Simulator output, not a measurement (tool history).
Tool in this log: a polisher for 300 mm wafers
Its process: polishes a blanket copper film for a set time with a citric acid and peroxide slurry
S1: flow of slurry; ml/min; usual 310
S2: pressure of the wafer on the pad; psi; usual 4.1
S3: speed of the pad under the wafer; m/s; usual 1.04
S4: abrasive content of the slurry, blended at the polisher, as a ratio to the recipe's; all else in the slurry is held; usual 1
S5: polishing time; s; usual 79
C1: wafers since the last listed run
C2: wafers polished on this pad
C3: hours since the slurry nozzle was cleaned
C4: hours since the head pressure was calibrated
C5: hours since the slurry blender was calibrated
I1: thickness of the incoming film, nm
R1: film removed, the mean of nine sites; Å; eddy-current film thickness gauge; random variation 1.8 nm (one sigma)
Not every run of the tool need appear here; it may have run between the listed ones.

Run 1, day 0: usual settings; C1 0; C2 1356; C3 737.7; C4 339.2; C5 124; I1 889.3. Result: R1 2468 Å.
At day 0.05: slurry nozzle cleaned.
At day 1.508: head pressure recalibrated.
At day 1.958: worn pad replaced by a new one.
Run 2, day 2.792: usual settings; C1 508; C2 169; C3 65.8; C4 30.8; C5 191; I1 879.3. Result: R1 2603 Å.
Run 3, day 5.108: usual settings; C1 470; C2 639; C3 121.4; C4 86.4; C5 246.6; I1 895.5. Result: R1 2528 Å.
Run 4, day 8.042: usual settings but S4 0.9; C1 596; C2 1236; C3 191.8; C4 156.8; C5 317; I1 886.1. Result: R1 2371 Å.
Run 5, day 9.721: usual settings but S4 1.15; C1 341; C2 1577; C3 232.1; C4 197.1; C5 357.3; I1 885.7. Result: R1 2531 Å.
At day 10.279: worn pad replaced by a new one.
Run 6, day 13.775: usual settings but S4 1.15; C1 790; C2 710; C3 329.4; C4 294.4; C5 454.6; I1 891.3. Result: R1 2638 Å.
At day 15.112: slurry blender recalibrated.
Run 7, day 16.158: usual settings but S5 70 s; C1 467; C2 1178; C3 386.6; C4 351.6; C5 25.1; I1 885.6. Result: R1 2197 Å.
Run 8, day 18.108: usual settings but S5 70 s; C1 396; C2 1574; C3 433.4; C4 398.4; C5 71.9; I1 889.8. Result: R1 2147 Å.
At day 18.921: worn pad replaced by a new one.
At day 21.038: head pressure recalibrated.
Run 9, day 21.408: usual settings but S3 0.82 m/s; C1 619; C2 488; C3 512.6; C4 8.9; C5 151.1; I1 892. Result: R1 2085 Å.
Run 10, day 23.212: usual settings but S4 1.15; C1 366; C2 855; C3 555.9; C4 52.2; C5 194.4; I1 898.9. Result: R1 2631 Å.
Run 11, day 25.642: usual settings but S3 1.32 m/s, S4 0.7; C1 493; C2 1349; C3 614.2; C4 110.5; C5 252.7; I1 871.6. Result: R1 2711 Å.
Run 12, day 27.662: usual settings but S3 0.72 m/s, S4 1.2, S5 61 s; C1 410; C2 1760; C3 662.7; C4 159; C5 301.2; I1 902.8. Result: R1 1469 Å.
At day 29.221: worn pad replaced by a new one.
At day 29.517: slurry nozzle cleaned.
Run 13, day 32.012: usual settings but S3 0.72 m/s, S5 87 s; C1 841; C2 559; C3 59.9; C4 263.4; C5 405.6; I1 893.6. Result: R1 2055 Å.
At day 32.904: slurry blender recalibrated.
Run 14, day 34.829: usual settings but S1 260 ml/min; C1 555; C2 1114; C3 127.5; C4 331; C5 46.2; I1 871.6. Result: R1 2466 Å.
At day 37.133: worn pad replaced by a new one.
Run 15, day 37.154: usual settings; C1 438; C2 4; C3 183.3; C4 386.8; C5 102; I1 902.2. Result: R1 2558 Å.
Run 16, day 38.938: usual settings but S1 400 ml/min, S2 5.2 psi, S4 1.1, S5 102 s; C1 362; C2 366; C3 226.1; C4 429.6; C5 144.8; I1 906.4. Result: R1 4242 Å.
At day 40.638: head pressure recalibrated.
Run 17, day 42.875: usual settings but S2 3.2 psi, S3 1.14 m/s, S4 0.75, S5 99 s; C1 783; C2 1150; C3 320.6; C4 53.7; C5 239.3; I1 893.9. Result: R1 2469 Å.
Run 18, day 46.346: usual settings but S2 5.3 psi, S4 0.7, S5 92 s; C1 705; C2 1855; C3 403.9; C4 137; C5 322.6; I1 894.9. Result: R1 3130 Å.

Consider 4 possible next runs. They are alternatives, not a sequence: every one starts from the tool as it was left by run 18. What does each give?
Run A, day 46.362: usual settings; C1 3; C2 1859; C3 404.3; C4 137.4; C5 323; I1 877.8. Result: R1 ?.
Run B, day 46.362: usual settings but S1 200 ml/min; C1 3; C2 1859; C3 404.3; C4 137.4; C5 323; I1 877.8. Result: R1 ?.
Run C, day 46.362: usual settings but S2 4.7 psi; C1 3; C2 1859; C3 404.3; C4 137.4; C5 323; I1 877.8. Result: R1 ?.
Run D, day 46.362: usual settings but S4 0.85; C1 3; C2 1859; C3 404.3; C4 137.4; C5 323; I1 877.8. Result: R1 ?.

run    R1
  A  2366
  B  2304
  C  2668
  D  2250
Take away the tool's hidden state, keep each run's random variation, and the runs would have read:
run    R1
  A  2591
  B  2523
  C  2921
  D  2463

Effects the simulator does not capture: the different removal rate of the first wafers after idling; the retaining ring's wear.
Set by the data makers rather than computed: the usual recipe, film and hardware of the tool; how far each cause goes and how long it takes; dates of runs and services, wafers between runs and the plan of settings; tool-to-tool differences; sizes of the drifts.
